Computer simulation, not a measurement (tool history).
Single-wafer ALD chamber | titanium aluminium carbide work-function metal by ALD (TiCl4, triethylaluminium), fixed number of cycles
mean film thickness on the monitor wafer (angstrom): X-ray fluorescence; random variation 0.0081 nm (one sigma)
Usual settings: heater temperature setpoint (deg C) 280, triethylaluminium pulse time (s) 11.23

run	day	heater temperature setpoint (deg C)	triethylaluminium pulse time (s)	wafers since the last listed run	hours since the last thermocouple change	hours since the last triethylaluminium bottle change	hours since the showerhead was replaced	hours since the gauge calibration	read-back reference wafer on the same gauge, thickness_nm	mean film thickness on the monitor wafer (angstrom)
1	0	280	11.23	0	1808.3	189	2475.7	2760.4	2.231	20.27
2	2.675	280	11.23	563	1872.5	253.2	2539.9	2824.6	2.233	20.33
3	4.833	280	11.23	454	1924.3	305	2591.7	2876.4	2.231	20.27
4	8.229	280	11.23	714	2005.8	386.5	2673.2	2957.9	2.23	20.27
5	10.508	280	11.23	479	2060.5	441.2	2727.9	3012.6	2.231	20.25
6	13.3	280	11.23	587	2127.5	508.2	2794.9	3079.6	2.23	20.46
7	16.058	280	11.23	580	2193.7	574.4	2861.1	3145.8	2.228	20.42
# day 19.367: triethylaluminium bottle replaced
8	19.388	280	11.23	630	2273.6	0.5	2941	3225.7	2.23	20.29
9	20.942	280	11.23	327	2310.9	37.8	2978.3	3263	2.229	20.36
10	22.975	280	11.23	428	2359.7	86.6	3027.1	3311.8	2.231	20.29
11	25.067	271	14.78	440	2409.9	136.8	3077.3	3362	2.23	19.74
12	26.883	271	14.78	382	2453.5	180.4	3120.9	3405.6	2.229	19.72
13	30.808	280	13.91	826	2547.7	274.6	3215.1	3499.8	2.232	20.61
14	33.492	280	13.91	564	2612.1	339	3279.5	3564.2	2.23	20.65
15	35.217	280	11.23	363	2653.5	380.4	3320.9	3605.6	2.229	20.39
16	39.358	269	7.94	871	2752.9	479.8	3420.3	3705	2.226	18.28
# day 40.888: gauge calibrated
17	41.633	280	11.23	478	2807.5	534.4	3474.9	17.9	2.23	20.31
# day 42.217: triethylaluminium bottle replaced
# day 42.796: thermocouple changed; heater temperature recalibrated
18	44.188	280	8.29	397	33.4	47.3	3536.2	79.2	2.229	18.9
19	46.429	289	12.64	471	87.2	101.1	3590	133	2.233	20.93
20	48.758	272	14.98	490	143.1	157	3645.9	188.9	2.232	19.25
# day 50.075: showerhead replaced
21	58.054	273	14.47	1886	366.2	380.1	191.5	412	2.23	19.62
22	60.95	273	6.87	609	435.7	449.6	261	481.5	2.231	17.85
23	69.825	271	11.23	1868	648.7	662.6	474	694.5	2.229	19.07
# day 70.612: triethylaluminium bottle replaced
24	73.567	293	11.23	717	738.5	70.9	563.8	784.3	2.227	21.42
25	77.533	274	14.92	835	833.7	166.1	659	879.5	2.229	19.72
26	80.608	273	15.48	647	907.5	239.9	732.8	953.3	2.227	19.7
27	83.271	265	6.75	560	971.4	303.8	796.7	1017.2	2.23	17.03
28	85.288	287	13.89	424	1019.8	352.2	845.1	1065.6	2.23	21.32
# day 93.542: triethylaluminium bottle replaced
29	98.071	280	11.23	2621	1326.6	108.7	1151.9	1372.4	2.227	20.02
30	100.275	286	15.24	464	1379.5	161.6	1204.8	1425.3	2.23	21.2
31	102.221	267	14.34	409	1426.2	208.3	1251.5	1472	2.229	18.99
32	104.088	276	6.84	392	1471	253.1	1296.3	1516.8	2.23	18.18
33	107.479	269	9.73	714	1552.4	334.5	1377.7	1598.2	2.23	18.86

The same runs without the tool's hidden state, with the same run-to-run variation:
The hidden state here: wafer temperature above the value expected at the setpoint (K); triethylaluminium dose above that of a fresh bottle (%); gauge reads high (%).
run	mean film thickness on the monitor wafer (angstrom)
1	19.7
2	19.76
3	19.69
4	19.69
5	19.66
6	19.86
7	19.82
8	19.69
9	19.75
10	19.68
11	19.12
12	19.11
13	19.98
14	20.02
15	19.76
16	17.69
17	19.68
18	18.93
19	20.93
20	19.22
21	19.46
22	17.67
23	18.8
24	21.11
25	19.38
26	19.35
27	16.7
28	20.92
29	19.58
30	20.73
31	18.54
32	17.75
33	18.4
